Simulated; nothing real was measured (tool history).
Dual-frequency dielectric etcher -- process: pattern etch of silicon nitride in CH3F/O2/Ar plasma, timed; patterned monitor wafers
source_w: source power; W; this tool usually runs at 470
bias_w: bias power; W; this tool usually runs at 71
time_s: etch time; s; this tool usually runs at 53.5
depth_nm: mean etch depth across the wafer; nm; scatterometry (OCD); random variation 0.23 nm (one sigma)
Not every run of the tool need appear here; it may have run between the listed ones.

run    hour  source_w  bias_w  time_s  wafers since the last listed run  hours since the last wet clean  hours since the last source power generator calibration  hours since the last bias power generator calibration  hours since the last upper electrode change  hours since the gauge calibration  read-back reference wafer on the same gauge, depth_nm  depth_nm
  1     0.0       540      71    58.5                                 0                           173.0                                                   3806.3                                                 2253.8                                       2415.5                              878.2                                                  34.20     41.28
  2    34.5       470      71    66.0                               477                           207.5                                                   3840.8                                                 2288.3                                       2450.0                              912.7                                                  34.15     44.88
  3    79.7       470      71    66.0                               625                           252.7                                                   3886.0                                                 2333.5                                       2495.2                              957.9                                                  34.23     44.75
  4   149.0       470      71    53.5                               958                           322.0                                                   3955.3                                                 2402.8                                       2564.5                             1027.2                                                  34.22     36.91
  5   191.1       470      71    53.5                               582                           364.1                                                   3997.4                                                 2444.9                                       2606.6                             1069.3                                                  34.22     37.49
      215.5  -- wet clean of the chamber
  6   312.7       470      71    53.5                              1350                            97.2                                                   4119.0                                                 2566.5                                       2728.2                             1190.9                                                  34.22     37.87
      366.5  -- bias power generator calibrated
  7   377.4       470      71    45.0                               839                           161.9                                                   4183.7                                                   10.9                                       2792.9                             1255.6                                                  34.28     32.36
  8   435.8       470      71    45.0                               808                           220.3                                                   4242.1                                                   69.3                                       2851.3                             1314.0                                                  34.16     32.12
  9   489.8       470      71    45.0                               747                           274.3                                                   4296.1                                                  123.3                                       2905.3                             1368.0                                                  34.21     32.35
      534.2  -- wet clean of the chamber, repeated, since the last time left the tool worse
 10   534.7       470      71    53.5                               289                             0.5                                                   4341.0                                                  168.2                                       2950.2                             1412.9                                                  34.21     36.17
 11   544.5       470      71    53.5                               135                            10.3                                                   4350.8                                                  178.0                                       2960.0                             1422.7                                                  34.20     36.02
 12   569.1       470      58    67.0                               340                            34.9                                                   4375.4                                                  202.6                                       2984.6                             1447.3                                                  34.20     41.95
      604.6  -- gauge calibrated
 13   709.9       470      61    49.0                              1948                           175.7                                                   4516.2                                                  343.4                                       3125.4                              105.3                                                  34.23     31.71
 14   742.2       470      63    53.5                               446                           208.0                                                   4548.5                                                  375.7                                       3157.7                              137.6                                                  34.20     35.32
      887.6  -- source power generator calibrated
      894.7  -- wet clean of the chamber
 15   915.7       500      62    67.0                              2248                            21.0                                                     28.1                                                  549.2                                       3331.2                              311.1                                                  34.18     43.14
 16   946.0       430      71    62.0                               419                            51.3                                                     58.4                                                  579.5                                       3361.5                              341.4                                                  34.23     41.41
 17   979.9       470      62    49.0                               469                            85.2                                                     92.3                                                  613.4                                       3395.4                              375.3                                                  34.15     31.13
 18  1013.8       580      83    41.5                               469                           119.1                                                    126.2                                                  647.3                                       3429.3                              409.2                                                  34.17     31.13
     1050.8  -- upper electrode replaced
 19  1060.9       390      82    38.0                               319                           166.2                                                    173.3                                                  694.4                                         10.1                              456.3                                                  34.20     25.97
 20  1106.0       470      89    61.5                               624                           211.3                                                    218.4                                                  739.5                                         55.2                              501.4                                                  34.20     45.97
 21  1173.6       370      82    39.0                               935                           278.9                                                    286.0                                                  807.1                                        122.8                              569.0                                                  34.22     27.13
 22  1219.1       470      71    53.5                               629                           324.4                                                    331.5                                                  852.6                                        168.3                              614.5                                                  34.18     36.67

Run 23, settings as shown, results not yet in. Your forecast:
 23  1263.9       470      71    53.5                               619                           369.2                                                    376.3                                                  897.4                                        213.1                              659.3                                                      ?         ?

read-back reference wafer on the same gauge, depth_nm: 34.23
depth_nm: 36.81 nm
With the hidden condition absent and the run-to-run variation left alone, this run would have shown depth_nm 36.07 nm.
